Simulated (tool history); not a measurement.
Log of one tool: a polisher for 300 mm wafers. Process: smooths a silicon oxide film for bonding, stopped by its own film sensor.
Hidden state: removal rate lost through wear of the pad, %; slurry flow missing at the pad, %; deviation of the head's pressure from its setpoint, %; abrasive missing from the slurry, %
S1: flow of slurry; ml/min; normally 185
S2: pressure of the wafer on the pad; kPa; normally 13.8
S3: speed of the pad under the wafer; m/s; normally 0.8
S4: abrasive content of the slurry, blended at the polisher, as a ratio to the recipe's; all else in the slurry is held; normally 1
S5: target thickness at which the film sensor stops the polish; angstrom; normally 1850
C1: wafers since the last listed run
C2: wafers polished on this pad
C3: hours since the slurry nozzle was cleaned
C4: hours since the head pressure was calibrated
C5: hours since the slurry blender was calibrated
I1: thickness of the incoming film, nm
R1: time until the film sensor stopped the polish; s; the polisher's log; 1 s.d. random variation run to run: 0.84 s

{"run": 1, "day": 0.0, "S1": 185, "S2": 13.8, "S3": 0.8, "S4": 1, "S5": 1850, "C1": 0, "C2": 900, "C3": 314.3, "C4": 762.6, "C5": 203.9, "I1": 221.9, "R1": 84.4}
{"run": 2, "day": 1.817, "S1": 185, "S2": 13.8, "S3": 0.8, "S4": 1, "S5": 1850, "C1": 386, "C2": 1286, "C3": 357.9, "C4": 806.2, "C5": 247.5, "I1": 224.1, "R1": 90.5}
{"run": 3, "day": 3.462, "S1": 185, "S2": 13.8, "S3": 0.8, "S4": 0.8, "S5": 1850, "C1": 350, "C2": 1637, "C3": 397.4, "C4": 845.7, "C5": 287, "I1": 215.7, "R1": 77.4}
{"run": 4, "day": 4.479, "S1": 185, "S2": 13.8, "S3": 0.8, "S4": 0.8, "S5": 1850, "C1": 216, "C2": 1853, "C3": 421.8, "C4": 870.1, "C5": 311.4, "I1": 220.6, "R1": 90.8}
{"run": 5, "day": 6.979, "S1": 185, "S2": 13.8, "S3": 0.8, "S4": 1, "S5": 1850, "C1": 531, "C2": 2385, "C3": 481.8, "C4": 930.1, "C5": 371.4, "I1": 218.6, "R1": 78.3}
{"day": 8.175, "done": "slurry blender recalibrated"}
{"run": 6, "day": 8.371, "S1": 185, "S2": 13.8, "S3": 0.8, "S4": 1, "S5": 1850, "C1": 278, "C2": 2663, "C3": 515.2, "C4": 963.5, "C5": 4.7, "I1": 223.4, "R1": 91}
{"day": 9.654, "done": "slurry nozzle cleaned, repeated, since the last time left the tool worse"}
{"run": 7, "day": 9.988, "S1": 230, "S2": 17.2, "S3": 0.8, "S4": 1, "S5": 1760, "C1": 335, "C2": 2998, "C3": 8, "C4": 1002.3, "C5": 43.5, "I1": 221, "R1": 75.8}
{"day": 11.692, "done": "worn pad replaced by a new one"}
{"run": 8, "day": 11.712, "S1": 235, "S2": 18.6, "S3": 0.9, "S4": 1.15, "S5": 1850, "C1": 331, "C2": 4, "C3": 49.4, "C4": 1043.7, "C5": 84.9, "I1": 218.1, "R1": 44.5}
{"run": 9, "day": 13.862, "S1": 185, "S2": 13.8, "S3": 0.8, "S4": 1, "S5": 1920, "C1": 457, "C2": 462, "C3": 101, "C4": 1095.3, "C5": 136.5, "I1": 219.5, "R1": 58.4}
{"day": 14.433, "done": "head pressure recalibrated"}
{"run": 10, "day": 15.383, "S1": 165, "S2": 13.8, "S3": 0.8, "S4": 1.1, "S5": 1760, "C1": 305, "C2": 767, "C3": 137.5, "C4": 22.8, "C5": 173, "I1": 221.6, "R1": 95.1}
{"run": 11, "day": 16.875, "S1": 185, "S2": 13.8, "S3": 0.6, "S4": 1.2, "S5": 1780, "C1": 317, "C2": 1085, "C3": 173.3, "C4": 58.6, "C5": 208.8, "I1": 221.4, "R1": 108.2}
{"run": 12, "day": 17.958, "S1": 185, "S2": 16.5, "S3": 0.8, "S4": 1, "S5": 1850, "C1": 230, "C2": 1315, "C3": 199.3, "C4": 84.6, "C5": 234.8, "I1": 215.5, "R1": 54.2}
{"run": 13, "day": 19.846, "S1": 185, "S2": 16.5, "S3": 0.8, "S4": 1, "S5": 1850, "C1": 401, "C2": 1717, "C3": 244.6, "C4": 129.9, "C5": 280.1, "I1": 223.9, "R1": 69.1}
{"run": 14, "day": 22.754, "S1": 185, "S2": 13.8, "S3": 0.8, "S4": 1, "S5": 1920, "C1": 618, "C2": 2335, "C3": 314.4, "C4": 199.7, "C5": 349.9, "I1": 217.4, "R1": 53.7}
{"day": 25.554, "done": "slurry blender recalibrated"}
{"run": 15, "day": 25.575, "S1": 185, "S2": 13.8, "S3": 0.8, "S4": 1, "S5": 1850, "C1": 582, "C2": 2918, "C3": 382.1, "C4": 267.4, "C5": 0.5, "I1": 216.2, "R1": 65.1}
{"run": 16, "day": 26.617, "S1": 185, "S2": 13.8, "S3": 0.8, "S4": 1, "S5": 1850, "C1": 221, "C2": 3139, "C3": 407.1, "C4": 292.4, "C5": 25.5, "I1": 217.9, "R1": 69.7}

Predict the results of run 17:
{"run": 17, "day": 28.383, "S1": 185, "S2": 13.8, "S3": 0.8, "S4": 1, "S5": 1850, "C1": 375, "C2": 3515, "C3": 449.5, "C4": 334.8, "C5": 67.9, "I1": 223.9, "R1": "?"}

Run 17 gave R1 82.4 s.
Minus the tool's unlogged condition, the same run would have read R1 80.8 s.
